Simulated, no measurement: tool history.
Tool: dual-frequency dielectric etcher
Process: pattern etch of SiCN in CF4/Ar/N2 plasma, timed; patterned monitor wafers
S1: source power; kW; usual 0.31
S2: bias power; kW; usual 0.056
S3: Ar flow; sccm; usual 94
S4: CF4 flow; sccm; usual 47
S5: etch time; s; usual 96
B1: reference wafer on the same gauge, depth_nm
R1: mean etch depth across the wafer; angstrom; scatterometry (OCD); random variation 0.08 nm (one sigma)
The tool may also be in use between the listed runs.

Run 1, hour 0: usual settings but S2 0.065 kW, S4 38 sccm; B1 60. Result: R1 537 angstrom.
Run 2, hour 28.5: usual settings but S2 0.065 kW, S4 38 sccm; B1 60. Result: R1 538 angstrom.
Run 3, hour 53.4: usual settings but S2 0.065 kW, S4 38 sccm; B1 60. Result: R1 536 angstrom.
Run 4, hour 73.6: usual settings but S1 0.26 kW, S3 89 sccm; B1 60. Result: R1 471 angstrom.
Run 5, hour 99.6: usual settings; B1 60. Result: R1 532 angstrom.
Run 6, hour 127.8: usual settings but S1 0.34 kW; B1 60. Result: R1 572 angstrom.
At hour 134.8: CF4 flow controller replaced.
Run 7, hour 145.8: usual settings but S1 0.34 kW; B1 60. Result: R1 564 angstrom.
Run 8, hour 172.7: usual settings but S1 0.34 kW; B1 60. Result: R1 562 angstrom.
At hour 185.2: bias power generator calibrated.
Run 9, hour 191.1: usual settings but S4 42 sccm; B1 60. Result: R1 512 angstrom.
At hour 211.4: Ar flow controller replaced.
Run 10, hour 211.9: usual settings but S3 86 sccm; B1 60. Result: R1 547 angstrom.
Run 11, hour 226.7: usual settings; B1 60. Result: R1 533 angstrom.
At hour 258: gauge calibrated.
At hour 268.3: upper electrode replaced.
At hour 270.2: wet clean of the chamber.
Run 12, hour 270.7: usual settings but S3 77 sccm, S4 37 sccm; B1 60. Result: R1 536 angstrom.
At hour 308.9: source power generator calibrated.
Run 13, hour 344.1: usual settings; B1 60. Result: R1 530 angstrom.
Run 14, hour 375.2: usual settings but S1 0.28 kW, S2 0.047 kW, S3 76 sccm, S4 56 sccm; B1 60. Result: R1 511 angstrom.
Run 15, hour 397.7: usual settings but S1 0.38 kW, S2 0.052 kW, S4 37 sccm, S5 83 s; B1 60. Result: R1 501 angstrom.
Run 16, hour 417: usual settings but S2 0.06 kW; B1 60. Result: R1 543 angstrom.
Run 17, hour 442.7: usual settings; B1 60. Result: R1 530 angstrom.
Run 18, hour 456.6: usual settings but S2 0.049 kW, S3 81 sccm, S4 55 sccm, S5 107 s; B1 60. Result: R1 609 angstrom.
Run 19, hour 490.1: usual settings but S1 0.29 kW, S2 0.047 kW, S3 118 sccm, S4 40 sccm; B1 60. Result: R1 432 angstrom.
Run 20, hour 520.3: usual settings but S1 0.27 kW, S4 55 sccm; B1 60. Result: R1 492 angstrom.
Run 21, hour 554.4: usual settings but S2 0.05 kW, S5 121 s; B1 60. Result: R1 642 angstrom.
Run 22, hour 588.7: usual settings but S1 0.29 kW, S2 0.047 kW, S3 118 sccm, S4 40 sccm; B1 60. Result: R1 432 angstrom.

Hidden state or all else? Some run-to-run changes of R1, split into what the settings, what came in and random variation would give without the hidden state, and what is left for the hidden state (with any gauge scatter that isn't in both results):
The hidden state here: etch rate over this chamber's usual, %; source power that arrives over what is set, %; bias power that arrives over what is set, %; Ar flow that arrives over what is set, %; CF4 flow that arrives over what is set, %; gauge reads high (%).
Run 6 -> 7: CF4 flow controller replaced. R1 -8 angstrom: hidden state -10, all else +2.
Run 9 -> 10: S3 94 -> 86, S4 42 -> 47, Ar flow controller replaced. R1 +35 angstrom: hidden state +10, all else +25.
Run 18 -> 19: S1 0.31 -> 0.29, S2 0.049 -> 0.047, S3 81 -> 118, S4 55 -> 40, S5 107 -> 96. R1 -177 angstrom: hidden state +0, all else -177.
Run 21 -> 22: S1 0.31 -> 0.29, S2 0.05 -> 0.047, S3 94 -> 118, S4 47 -> 40, S5 121 -> 96. R1 -210 angstrom: hidden state +2, all else -212.

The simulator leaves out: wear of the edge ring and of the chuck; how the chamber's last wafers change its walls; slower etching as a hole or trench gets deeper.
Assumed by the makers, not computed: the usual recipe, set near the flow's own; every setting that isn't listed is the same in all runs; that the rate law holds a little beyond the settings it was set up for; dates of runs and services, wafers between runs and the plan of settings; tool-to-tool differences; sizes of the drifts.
